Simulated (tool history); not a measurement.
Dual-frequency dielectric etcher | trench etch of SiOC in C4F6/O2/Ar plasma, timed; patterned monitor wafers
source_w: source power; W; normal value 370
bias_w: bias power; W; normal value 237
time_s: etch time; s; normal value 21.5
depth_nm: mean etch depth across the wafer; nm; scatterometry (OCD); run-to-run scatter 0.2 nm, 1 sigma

| run | hour | source_w | bias_w | time_s | read-back reference wafer on the same gauge, depth_nm | depth_nm |
|---|---|---|---|---|---|---|
| 1 | 0 | 330 | 237 | 21.5 | 38.17 | 42.52 |
| 2 | 49.2 | 330 | 237 | 21.5 | 38.18 | 42.63 |
| 3 | 138.5 | 370 | 237 | 21.5 | 38.24 | 45.79 |
| 4 | 235.3 | 370 | 237 | 21.5 | 38.22 | 45.35 |
|  | 291.8 | wet clean of the chamber |
| 5 | 292.3 | 370 | 237 | 21.5 | 38.19 | 45.16 |
| 6 | 461.8 | 370 | 237 | 21.5 | 38.19 | 44.95 |
| 7 | 527.3 | 370 | 237 | 21.5 | 38.2 | 45.15 |
| 8 | 612.2 | 370 | 237 | 21.5 | 38.21 | 44.97 |
|  | 696.3 | bias power generator calibrated |
| 9 | 696.8 | 370 | 237 | 21.5 | 38.24 | 45.43 |
| 10 | 748.5 | 370 | 237 | 21.5 | 38.18 | 45.44 |
| 11 | 794.5 | 370 | 237 | 26.5 | 38.16 | 55.34 |
|  | 863.3 | wet clean of the chamber |
| 12 | 866 | 370 | 237 | 26.5 | 38.24 | 55.5 |
|  | 932.2 | upper electrode replaced |
|  | 941.3 | source power generator calibrated |
| 13 | 946.5 | 370 | 283 | 21.5 | 38.24 | 50.07 |
| 14 | 1038.9 | 370 | 237 | 21.5 | 38.19 | 46.14 |
| 15 | 1083.4 | 320 | 187 | 28 | 38.19 | 50.23 |
| 16 | 1141.6 | 370 | 237 | 21.5 | 38.23 | 46.12 |
| 17 | 1208.4 | 320 | 285 | 24.5 | 38.17 | 51.89 |
| 18 | 1293.8 | 320 | 237 | 21.5 | 38.18 | 42.01 |
|  | 1388 | wet clean of the chamber |
| 19 | 1388.5 | 290 | 208 | 19.5 | 38.2 | 34.18 |
| 20 | 1460 | 320 | 187 | 28 | 38.21 | 49.59 |
| 21 | 1560.4 | 370 | 188 | 26.5 | 38.19 | 51.04 |
|  | 1575.5 | gauge calibrated |
| 22 | 1642.7 | 450 | 237 | 17.5 | 38.24 | 41.19 |
| 23 | 1732.3 | 370 | 237 | 16.5 | 38.24 | 34.72 |
| 24 | 1793.2 | 370 | 237 | 23.5 | 38.25 | 49.21 |
| 25 | 1848.5 | 320 | 187 | 28 | 38.24 | 49.29 |
|  | 1917.3 | wet clean of the chamber |
| 26 | 1917.8 | 370 | 189 | 25 | 38.18 | 48.08 |
| 27 | 1937.4 | 310 | 183 | 15.5 | 38.2 | 26.5 |
| 28 | 2027.1 | 370 | 237 | 21.5 | 38.18 | 45.15 |
| 29 | 2099.3 | 370 | 294 | 24.5 | 38.22 | 55.67 |

Forecast each of these 4 alternatives for the next run:
| A | 2099.7 | 370 | 188 | 21.5 | ? | ? |
| B | 2099.7 | 370 | 237 | 15.5 | ? | ? |
| C | 2099.7 | 370 | 290 | 21.5 | ? | ? |
| D | 2099.7 | 400 | 213 | 21.5 | ? | ? |

| run | read-back reference wafer on the same gauge, depth_nm | depth_nm |
|---|---|---|
| A | 38.2 | 40.84 |
| B | 38.2 | 32.28 |
| C | 38.2 | 48.54 |
| D | 38.2 | 44.8 |
The same runs, with their run-to-run variation unchanged, on a tool lacking any hidden condition would have given:
| run | depth_nm |
|---|---|
| A | 42.12 |
| B | 33.27 |
| C | 50.01 |
| D | 46.19 |

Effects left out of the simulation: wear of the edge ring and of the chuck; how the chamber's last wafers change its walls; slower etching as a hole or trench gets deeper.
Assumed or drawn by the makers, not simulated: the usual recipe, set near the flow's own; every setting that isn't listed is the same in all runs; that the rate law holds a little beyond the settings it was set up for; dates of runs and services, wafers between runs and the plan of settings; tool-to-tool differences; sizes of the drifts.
